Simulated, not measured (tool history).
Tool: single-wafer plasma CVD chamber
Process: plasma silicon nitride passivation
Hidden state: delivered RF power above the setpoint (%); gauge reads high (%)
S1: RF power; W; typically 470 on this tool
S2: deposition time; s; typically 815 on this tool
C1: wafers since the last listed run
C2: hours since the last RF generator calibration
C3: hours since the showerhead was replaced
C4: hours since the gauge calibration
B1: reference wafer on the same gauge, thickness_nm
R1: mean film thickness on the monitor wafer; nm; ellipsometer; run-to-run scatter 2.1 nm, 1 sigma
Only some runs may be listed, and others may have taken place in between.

run 1 hour=0 | S1=470 S2=815 | C1=0 C2=643.8 C3=4272.4 C4=99.7 | B1=1240.382 | R1=1176.162
run 2 hour=16.8 | S1=470 S2=929 | C1=49 C2=660.6 C3=4289.2 C4=116.5 | B1=1240.023 | R1=1340.906
run 3 hour=32.5 | S1=470 S2=815 | C1=46 C2=676.3 C3=4304.9 C4=132.2 | B1=1240.173 | R1=1168.813
run 4 hour=49.6 | S1=470 S2=815 | C1=50 C2=693.4 C3=4322 C4=149.3 | B1=1240.303 | R1=1167.784
-- hour=83.4 showerhead replaced
run 5 hour=84.4 | S1=415 S2=815 | C1=78 C2=728.2 C3=1 C4=184.1 | B1=1239.897 | R1=1121.123
run 6 hour=93.7 | S1=415 S2=815 | C1=27 C2=737.5 C3=10.3 C4=193.4 | B1=1239.972 | R1=1122.986
run 7 hour=100.9 | S1=415 S2=815 | C1=21 C2=744.7 C3=17.5 C4=200.6 | B1=1240.052 | R1=1123.455
run 8 hour=113 | S1=470 S2=815 | C1=35 C2=756.8 C3=29.6 C4=212.7 | B1=1240.011 | R1=1164.434
run 9 hour=125.7 | S1=470 S2=815 | C1=37 C2=769.5 C3=42.3 C4=225.4 | B1=1239.884 | R1=1171.001
run 10 hour=134.8 | S1=515 S2=654 | C1=26 C2=778.6 C3=51.4 C4=234.5 | B1=1240.101 | R1=965.689
-- hour=151.7 RF generator calibrated
run 11 hour=152.2 | S1=410 S2=815 | C1=27 C2=0.5 C3=68.8 C4=251.9 | B1=1239.587 | R1=1138.8
run 12 hour=159.5 | S1=440 S2=670 | C1=21 C2=7.8 C3=76.1 C4=259.2 | B1=1240.445 | R1=957.001
-- hour=166.5 gauge calibrated
run 13 hour=177.3 | S1=525 S2=815 | C1=52 C2=25.6 C3=93.9 C4=10.8 | B1=1240.094 | R1=1238.208
run 14 hour=185.5 | S1=500 S2=815 | C1=24 C2=33.8 C3=102.1 C4=19 | B1=1239.45 | R1=1215.371
run 15 hour=195.7 | S1=550 S2=751 | C1=30 C2=44 C3=112.3 C4=29.2 | B1=1239.627 | R1=1156.617
run 16 hour=206.5 | S1=515 S2=899 | C1=31 C2=54.8 C3=123.1 C4=40 | B1=1240.499 | R1=1354.427
run 17 hour=214.3 | S1=470 S2=815 | C1=22 C2=62.6 C3=130.9 C4=47.8 | B1=1240.393 | R1=1189.479
run 18 hour=224.5 | S1=470 S2=727 | C1=30 C2=72.8 C3=141.1 C4=58 | B1=1239.956 | R1=1060.058
run 19 hour=271.3 | S1=470 S2=815 | C1=137 C2=119.6 C3=187.9 C4=104.8 | B1=1239.782 | R1=1185.456

Each row is a separate what-if for the run after 19, all from the same tool condition, not one after another. Results?
run A hour=271.9 | S1=470 S2=931 | C1=1 C2=120.2 C3=188.5 C4=105.4 | B1=? | R1=?
run B hour=271.9 | S1=530 S2=660 | C1=1 C2=120.2 C3=188.5 C4=105.4 | B1=? | R1=?
run C hour=271.9 | S1=470 S2=697 | C1=1 C2=120.2 C3=188.5 C4=105.4 | B1=? | R1=?
run D hour=271.9 | S1=435 S2=674 | C1=1 C2=120.2 C3=188.5 C4=105.4 | B1=? | R1=?

run=A B1=1240.181 R1=1353.529
run=B B1=1240.181 R1=998.567
run=C B1=1240.181 R1=1013.33
run=D B1=1240.181 R1=954.775
Stripped of hidden state, with their random variation kept, the same runs would have yielded:
run=A R1=1366.785
run=B R1=1008.347
run=C R1=1023.254
run=D R1=964.126

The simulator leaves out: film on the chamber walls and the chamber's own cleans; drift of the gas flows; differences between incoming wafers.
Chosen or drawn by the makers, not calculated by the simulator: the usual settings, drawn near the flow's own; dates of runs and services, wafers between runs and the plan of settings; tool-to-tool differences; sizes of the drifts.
